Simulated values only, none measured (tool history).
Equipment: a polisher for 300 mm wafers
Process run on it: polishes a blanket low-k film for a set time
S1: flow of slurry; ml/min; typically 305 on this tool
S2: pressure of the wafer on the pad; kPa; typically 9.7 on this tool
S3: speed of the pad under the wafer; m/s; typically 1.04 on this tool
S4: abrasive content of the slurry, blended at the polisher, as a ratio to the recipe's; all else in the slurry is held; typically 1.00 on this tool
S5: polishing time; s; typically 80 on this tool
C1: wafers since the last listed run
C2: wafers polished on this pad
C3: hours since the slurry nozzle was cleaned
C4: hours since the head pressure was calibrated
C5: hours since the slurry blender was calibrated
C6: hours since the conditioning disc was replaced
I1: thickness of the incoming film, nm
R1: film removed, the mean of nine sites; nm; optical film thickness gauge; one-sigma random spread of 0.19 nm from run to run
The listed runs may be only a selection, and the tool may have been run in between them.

run   hour   S1    S2    S3    S4  S5   C1    C2     C3     C4     C5     C6     I1    R1
  1    0.0  305   9.7  1.04  1.00  80    0   687  280.9  584.0   97.6  343.3  310.5  22.3
  2   17.9  305   9.7  0.82  1.00  80  131   818  298.8  601.9  115.5  361.2  314.3  19.7
      28.5  -- slurry blender recalibrated
  3   31.7  305   9.7  1.04  1.00  80   86   904  312.6  615.7    3.2  375.0  306.8  22.2
  4   38.7  305   9.7  1.04  1.00  80   51   956  319.6  622.7   10.2  382.0  308.2  22.3
  5   45.4  305   9.7  1.04  1.00  80   49  1005  326.3  629.4   16.9  388.7  308.7  22.8
  6   61.2  305   9.7  1.04  1.00  80  115  1120  342.1  645.2   32.7  404.5  309.0  22.4
  7   71.8  305   9.7  1.12  1.00  80   77  1198  352.7  655.8   43.3  415.1  311.1  23.4
      82.8  -- worn pad replaced by a new one
  8   83.5  305   9.7  1.12  1.00  80   56     5  364.4  667.5   55.0  426.8  305.2  23.2
  9   91.6  305   9.7  1.12  1.00  80   59    64  372.5  675.6   63.1  434.9  305.0  23.3
 10  107.0  305   9.7  1.04  1.00  92  112   177  387.9  691.0   78.5  450.3  313.9  25.5
 11  120.6  305  10.3  1.28  1.00  80   99   277  401.5  704.6   92.1  463.9  308.9  27.3
     129.3  -- slurry blender recalibrated
     130.8  -- head pressure recalibrated
 12  131.3  305  10.3  1.28  1.00  80   52   329  412.2    0.5    2.0  474.6  310.6  27.3
 13  142.6  305   9.7  1.14  1.00  80   82   412  423.5   11.8   13.3  485.9  309.9  23.8
     147.1  -- conditioning disc replaced and pad reconditioned
 14  152.0  305   9.7  1.04  0.70  80   54   466  432.9   21.2   22.7    4.9  314.9  17.2
 15  161.7  305   9.7  1.04  0.75  80   71   537  442.6   30.9   32.4   14.6  308.1  18.5
 16  177.4  400   9.7  0.78  1.20  63  114   652  458.3   46.6   48.1   30.3  312.1  17.0
 17  184.9  305   9.7  1.04  1.00  65   54   707  465.8   54.1   55.6   37.8  311.6  18.3
 18  197.3  305   9.7  1.04  1.10  80   90   798  478.2   66.5   68.0   50.2  315.6  23.5

Run 19 has not been measured yet. What should we expect?
 19  224.7  305  13.1  1.04  1.25  80  200  998  505.6  93.9  95.4  77.6  308.5   ?

Run 19 measured R1 34.2 nm.
The same run, on a tool lacking any hidden state, would have yielded R1 34.2 nm.

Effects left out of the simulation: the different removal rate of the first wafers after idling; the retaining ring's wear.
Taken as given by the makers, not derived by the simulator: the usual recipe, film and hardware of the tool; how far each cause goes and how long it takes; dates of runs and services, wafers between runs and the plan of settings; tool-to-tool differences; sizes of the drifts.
